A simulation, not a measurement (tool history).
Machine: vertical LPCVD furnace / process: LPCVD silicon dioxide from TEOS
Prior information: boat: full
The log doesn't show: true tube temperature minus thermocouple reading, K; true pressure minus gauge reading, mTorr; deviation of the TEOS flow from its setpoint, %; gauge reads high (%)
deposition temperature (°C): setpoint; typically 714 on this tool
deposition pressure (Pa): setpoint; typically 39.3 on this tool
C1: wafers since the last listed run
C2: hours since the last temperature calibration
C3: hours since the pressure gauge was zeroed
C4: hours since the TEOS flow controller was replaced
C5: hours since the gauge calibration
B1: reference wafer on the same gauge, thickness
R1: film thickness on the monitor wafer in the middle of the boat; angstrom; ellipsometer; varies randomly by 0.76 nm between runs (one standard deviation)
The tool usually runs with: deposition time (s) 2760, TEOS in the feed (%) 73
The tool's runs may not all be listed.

Run 1, hour 0.0: usual settings; C1 0; C2 4577.4; C3 3391.8; C4 5320.9; C5 49.6; B1 555.50. Result: R1 5576.3 angstrom.
Run 2, hour 11.6: usual settings but deposition temperature (°C) 722; C1 206; C2 4589.0; C3 3403.4; C4 5332.5; C5 61.2; B1 555.18. Result: R1 6672.7 angstrom.
Run 3, hour 20.7: usual settings but deposition temperature (°C) 722; C1 161; C2 4598.1; C3 3412.5; C4 5341.6; C5 70.3; B1 554.82. Result: R1 6661.3 angstrom.
Run 4, hour 36.7: usual settings but deposition temperature (°C) 722; C1 284; C2 4614.1; C3 3428.5; C4 5357.6; C5 86.3; B1 555.48. Result: R1 6668.2 angstrom.
Run 5, hour 53.9: usual settings but deposition pressure (Pa) 46.0; C1 305; C2 4631.3; C3 3445.7; C4 5374.8; C5 103.5; B1 555.09. Result: R1 6037.2 angstrom.
Run 6, hour 65.2: usual settings but deposition pressure (Pa) 46.0; C1 200; C2 4642.6; C3 3457.0; C4 5386.1; C5 114.8; B1 555.12. Result: R1 6041.5 angstrom.
Run 7, hour 78.7: usual settings but deposition pressure (Pa) 46.0; C1 239; C2 4656.1; C3 3470.5; C4 5399.6; C5 128.3; B1 554.53. Result: R1 6036.9 angstrom.
Run 8, hour 85.8: usual settings; C1 126; C2 4663.2; C3 3477.6; C4 5406.7; C5 135.4; B1 554.72. Result: R1 5583.4 angstrom.
Run 9, hour 99.2: usual settings but TEOS in the feed (%) 64; C1 238; C2 4676.6; C3 3491.0; C4 5420.1; C5 148.8; B1 554.64. Result: R1 5232.4 angstrom.
At hour 147.1: pressure gauge zeroed.
Run 10, hour 147.6: usual settings but TEOS in the feed (%) 64; C1 433; C2 4725.0; C3 0.5; C4 5468.5; C5 197.2; B1 555.14. Result: R1 5230.8 angstrom.
Run 11, hour 152.3: usual settings but TEOS in the feed (%) 64; C1 83; C2 4729.7; C3 5.2; C4 5473.2; C5 201.9; B1 554.76. Result: R1 5228.5 angstrom.
Run 12, hour 157.0: usual settings; C1 83; C2 4734.4; C3 9.9; C4 5477.9; C5 206.6; B1 554.89. Result: R1 5601.7 angstrom.
At hour 161.8: gauge calibrated.
Run 13, hour 172.7: usual settings; C1 279; C2 4750.1; C3 25.6; C4 5493.6; C5 10.9; B1 554.95. Result: R1 5584.2 angstrom.
At hour 210.4: TEOS flow controller replaced.
At hour 215.3: thermocouples replaced and temperature profile calibrated.
Run 14, hour 215.8: usual settings but TEOS in the feed (%) 64; C1 252; C2 0.5; C3 68.7; C4 5.4; C5 54.0; B1 555.10. Result: R1 4779.3 angstrom.
Run 15, hour 220.6: usual settings but deposition pressure (Pa) 46.0; C1 85; C2 5.3; C3 73.5; C4 10.2; C5 58.8; B1 554.93. Result: R1 5527.8 angstrom.
Run 16, hour 225.3: usual settings but TEOS in the feed (%) 78; C1 83; C2 10.0; C3 78.2; C4 14.9; C5 63.5; B1 554.86. Result: R1 5283.6 angstrom.
Run 17, hour 230.0: usual settings; C1 83; C2 14.7; C3 82.9; C4 19.6; C5 68.2; B1 555.17. Result: R1 5099.5 angstrom.
Run 18, hour 243.0: usual settings but deposition temperature (°C) 717, deposition pressure (Pa) 31.3, deposition time (s) 3600; C1 231; C2 27.7; C3 95.9; C4 32.6; C5 81.2; B1 555.22. Result: R1 6358.0 angstrom.
Run 19, hour 261.2: usual settings but deposition temperature (°C) 718, deposition time (s) 1740; C1 323; C2 45.9; C3 114.1; C4 50.8; C5 99.4; B1 555.04. Result: R1 3536.7 angstrom.
Run 20, hour 271.5: usual settings but deposition time (s) 3660; C1 183; C2 56.2; C3 124.4; C4 61.1; C5 109.7; B1 554.86. Result: R1 6793.0 angstrom.
Run 21, hour 281.5: usual settings; C1 177; C2 66.2; C3 134.4; C4 71.1; C5 119.7; B1 554.84. Result: R1 5116.9 angstrom.
Run 22, hour 298.2: usual settings but deposition temperature (°C) 704, deposition pressure (Pa) 35.3, TEOS in the feed (%) 67; C1 296; C2 82.9; C3 151.1; C4 87.8; C5 136.4; B1 555.13. Result: R1 3711.0 angstrom.
Run 23, hour 312.1: usual settings but deposition time (s) 2160; C1 247; C2 96.8; C3 165.0; C4 101.7; C5 150.3; B1 554.96. Result: R1 4006.7 angstrom.
Run 24, hour 320.8: usual settings but deposition temperature (°C) 722; C1 154; C2 105.5; C3 173.7; C4 110.4; C5 159.0; B1 555.18. Result: R1 6145.0 angstrom.
Run 25, hour 341.8: usual settings but deposition time (s) 3390; C1 373; C2 126.5; C3 194.7; C4 131.4; C5 180.0; B1 554.95. Result: R1 6311.7 angstrom.
Run 26, hour 357.4: usual settings but deposition temperature (°C) 706, deposition time (s) 3480, TEOS in the feed (%) 77; C1 277; C2 142.1; C3 210.3; C4 147.0; C5 195.6; B1 554.85. Result: R1 5551.5 angstrom.

5 options for the next run, each taken on its own from the tool as it stands now. Forecast them:
At hour 358.2: gauge calibrated.
Run A, hour 362.2: usual settings; C1 85; C2 146.9; C3 215.1; C4 151.8; C5 4.0; B1 ?. Result: R1 ?.
At hour 358.2: gauge calibrated.
Run B, hour 362.2: usual settings but deposition temperature (°C) 725, deposition pressure (Pa) 32.0, TEOS in the feed (%) 62; C1 85; C2 146.9; C3 215.1; C4 151.8; C5 4.0; B1 ?. Result: R1 ?.
At hour 358.2: gauge calibrated.
Run C, hour 362.2: usual settings but TEOS in the feed (%) 60; C1 85; C2 146.9; C3 215.1; C4 151.8; C5 4.0; B1 ?. Result: R1 ?.
At hour 358.2: gauge calibrated.
Run D, hour 362.2: usual settings but deposition time (s) 1890; C1 85; C2 146.9; C3 215.1; C4 151.8; C5 4.0; B1 ?. Result: R1 ?.
At hour 358.2: gauge calibrated.
Run E, hour 362.2: usual settings but deposition temperature (°C) 723, deposition pressure (Pa) 44.0, TEOS in the feed (%) 64; C1 85; C2 146.9; C3 215.1; C4 151.8; C5 4.0; B1 ?. Result: R1 ?.

run      B1      R1
  A  554.79  5152.8
  B  554.79  5474.7
  C  554.79  4671.5
  D  554.79  3528.5
  E  554.79  6240.2
What these runs would have given with no unlogged condition in the tool:
run      R1
  A  5068.3
  B  5386.8
  C  4594.9
  D  3470.6
  E  6139.7
